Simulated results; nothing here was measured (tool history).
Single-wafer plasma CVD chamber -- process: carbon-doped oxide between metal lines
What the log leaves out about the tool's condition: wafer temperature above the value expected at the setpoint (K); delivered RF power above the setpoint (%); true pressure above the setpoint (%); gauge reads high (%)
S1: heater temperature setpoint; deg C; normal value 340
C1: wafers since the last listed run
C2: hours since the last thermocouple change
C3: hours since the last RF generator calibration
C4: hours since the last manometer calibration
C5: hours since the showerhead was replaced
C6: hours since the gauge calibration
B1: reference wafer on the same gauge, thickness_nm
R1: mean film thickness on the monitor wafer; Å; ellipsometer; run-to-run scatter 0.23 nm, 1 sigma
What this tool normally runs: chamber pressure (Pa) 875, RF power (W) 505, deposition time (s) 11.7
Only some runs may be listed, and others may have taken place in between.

Run 1, day 0: usual settings; C1 0; C2 969.1; C3 813.6; C4 591.4; C5 5052.1; C6 3077.6; B1 73.527. Result: R1 670.04 Å.
Run 2, day 3.079: usual settings but RF power (W) 465; C1 2743; C2 1043; C3 887.5; C4 665.3; C5 5126; C6 3151.5; B1 73.464. Result: R1 636.25 Å.
Run 3, day 7.504: usual settings but RF power (W) 465; C1 3943; C2 1149.2; C3 993.7; C4 771.5; C5 5232.2; C6 3257.7; B1 73.562. Result: R1 638.18 Å.
Run 4, day 9.121: usual settings but RF power (W) 465; C1 1440; C2 1188; C3 1032.5; C4 810.3; C5 5271; C6 3296.5; B1 73.567. Result: R1 639.42 Å.
Run 5, day 10.783: usual settings but S1 351 deg C, RF power (W) 570; C1 1481; C2 1227.9; C3 1072.4; C4 850.2; C5 5310.9; C6 3336.4; B1 73.57. Result: R1 691.32 Å.
At day 11.688: gauge calibrated.
Run 6, day 14.738: usual settings but S1 351 deg C, RF power (W) 570; C1 3523; C2 1322.8; C3 1167.3; C4 945.1; C5 5405.8; C6 73.2; B1 73.446. Result: R1 688.58 Å.
At day 15.417: showerhead replaced.
Run 7, day 16.588: usual settings but S1 350 deg C; C1 1351; C2 1367.2; C3 1211.7; C4 989.5; C5 28.1; C6 117.6; B1 73.408. Result: R1 652.08 Å.
Run 8, day 18.379: usual settings but S1 350 deg C; C1 1596; C2 1410.2; C3 1254.7; C4 1032.5; C5 71.1; C6 160.6; B1 73.5. Result: R1 651.57 Å.
At day 20.604: capacitance manometer re-zeroed and calibrated.
Run 9, day 20.971: usual settings but S1 350 deg C; C1 2012; C2 1472.4; C3 1316.9; C4 8.8; C5 133.3; C6 222.8; B1 73.318. Result: R1 649.38 Å.
At day 23.533: thermocouple changed; heater temperature recalibrated.
Run 10, day 25.45: usual settings; C1 3694; C2 46; C3 1424.4; C4 116.3; C5 240.8; C6 330.3; B1 73.438. Result: R1 654.53 Å.
Run 11, day 28.488: usual settings but S1 334 deg C, chamber pressure (Pa) 1024, deposition time (s) 12.3; C1 2706; C2 118.9; C3 1497.3; C4 189.2; C5 313.7; C6 403.2; B1 73.526. Result: R1 710.28 Å.
Run 12, day 32.7: usual settings but chamber pressure (Pa) 815; C1 3753; C2 220; C3 1598.4; C4 290.3; C5 414.8; C6 504.3; B1 73.598. Result: R1 651.67 Å.
Run 13, day 35.242: usual settings but chamber pressure (Pa) 757, RF power (W) 410; C1 2264; C2 281; C3 1659.4; C4 351.3; C5 475.8; C6 565.3; B1 73.426. Result: R1 569.37 Å.
Run 14, day 38.996: usual settings; C1 3345; C2 371.1; C3 1749.5; C4 441.4; C5 565.9; C6 655.4; B1 73.586. Result: R1 659.1 Å.
Run 15, day 40.996: usual settings but chamber pressure (Pa) 1033; C1 1782; C2 419.1; C3 1797.5; C4 489.4; C5 613.9; C6 703.4; B1 73.536. Result: R1 673.51 Å.
At day 43.083: RF generator calibrated.
Run 16, day 43.104: usual settings but S1 345 deg C, RF power (W) 555; C1 1581; C2 469.7; C3 0.5; C4 540; C5 664.5; C6 754; B1 73.456. Result: R1 704.28 Å.
Run 17, day 46.008: usual settings but S1 348 deg C, chamber pressure (Pa) 795, RF power (W) 440; C1 2587; C2 539.4; C3 70.2; C4 609.7; C5 734.2; C6 823.7; B1 73.523. Result: R1 606.55 Å.
Run 18, day 50.138: usual settings but RF power (W) 425; C1 3679; C2 638.5; C3 169.3; C4 708.8; C5 833.3; C6 922.8; B1 73.466. Result: R1 613.87 Å.
Run 19, day 53.212: usual settings; C1 2740; C2 712.3; C3 243.1; C4 782.6; C5 907.1; C6 996.6; B1 73.392. Result: R1 675.19 Å.
Run 20, day 55.146: usual settings but RF power (W) 425; C1 1722; C2 758.7; C3 289.5; C4 829; C5 953.5; C6 1043; B1 73.508. Result: R1 609.99 Å.
Run 21, day 58.933: usual settings but chamber pressure (Pa) 735, RF power (W) 425; C1 3375; C2 849.6; C3 380.4; C4 919.9; C5 1044.4; C6 1133.9; B1 73.57. Result: R1 593.52 Å.
Run 22, day 60.662: usual settings but S1 347 deg C, chamber pressure (Pa) 1028; C1 1540; C2 891.1; C3 421.9; C4 961.4; C5 1085.9; C6 1175.4; B1 73.423. Result: R1 668.72 Å.
Run 23, day 62.267: usual settings but RF power (W) 435, deposition time (s) 9.7; C1 1429; C2 929.6; C3 460.4; C4 999.9; C5 1124.4; C6 1213.9; B1 73.449. Result: R1 514.18 Å.
Run 24, day 64.296: usual settings but S1 329 deg C, chamber pressure (Pa) 719, RF power (W) 580, deposition time (s) 13.2; C1 1808; C2 978.3; C3 509.1; C4 1048.6; C5 1173.1; C6 1262.6; B1 73.553. Result: R1 812.5 Å.
Run 25, day 73.25: usual settings but deposition time (s) 9.5; C1 7979; C2 1193.2; C3 724; C4 1263.5; C5 1388; C6 1477.5; B1 73.49. Result: R1 542.46 Å.
Run 26, day 75.112: usual settings but S1 349 deg C, RF power (W) 435; C1 1659; C2 1237.9; C3 768.7; C4 1308.2; C5 1432.7; C6 1522.2; B1 73.481. Result: R1 603.51 Å.
At day 75.488: capacitance manometer re-zeroed and calibrated.
Run 27, day 78.179: usual settings but S1 347 deg C, chamber pressure (Pa) 743, RF power (W) 405, deposition time (s) 13; C1 2435; C2 1311.5; C3 842.3; C4 64.6; C5 1506.3; C6 1595.8; B1 73.424. Result: R1 622.42 Å.
Run 28, day 82.662: usual settings but S1 349 deg C, chamber pressure (Pa) 656, RF power (W) 455; C1 3995; C2 1419.1; C3 949.9; C4 172.2; C5 1613.9; C6 1703.4; B1 73.618. Result: R1 580.06 Å.

Here are 4 independent what-if runs from the current tool condition. What would each one return?
Run A, day 82.679: usual settings; C1 14; C2 1419.5; C3 950.3; C4 172.6; C5 1614.3; C6 1703.8; B1 ?. Result: R1 ?.
Run B, day 82.679: usual settings but S1 326 deg C, RF power (W) 455; C1 14; C2 1419.5; C3 950.3; C4 172.6; C5 1614.3; C6 1703.8; B1 ?. Result: R1 ?.
Run C, day 82.679: usual settings but chamber pressure (Pa) 1060, RF power (W) 575, deposition time (s) 12.5; C1 14; C2 1419.5; C3 950.3; C4 172.6; C5 1614.3; C6 1703.8; B1 ?. Result: R1 ?.
Run D, day 82.679: usual settings but S1 326 deg C, chamber pressure (Pa) 989, RF power (W) 600, deposition time (s) 9.7; C1 14; C2 1419.5; C3 950.3; C4 172.6; C5 1614.3; C6 1703.8; B1 ?. Result: R1 ?.

run     B1      R1
  A  73.39  668.87
  B  73.39  659.76
  C  73.39  778.01
  D  73.39   643.9
Without the tool's unlogged condition, the same runs would have read:
run      R1
  A  673.81
  B  664.65
  C  783.17
  D  646.79

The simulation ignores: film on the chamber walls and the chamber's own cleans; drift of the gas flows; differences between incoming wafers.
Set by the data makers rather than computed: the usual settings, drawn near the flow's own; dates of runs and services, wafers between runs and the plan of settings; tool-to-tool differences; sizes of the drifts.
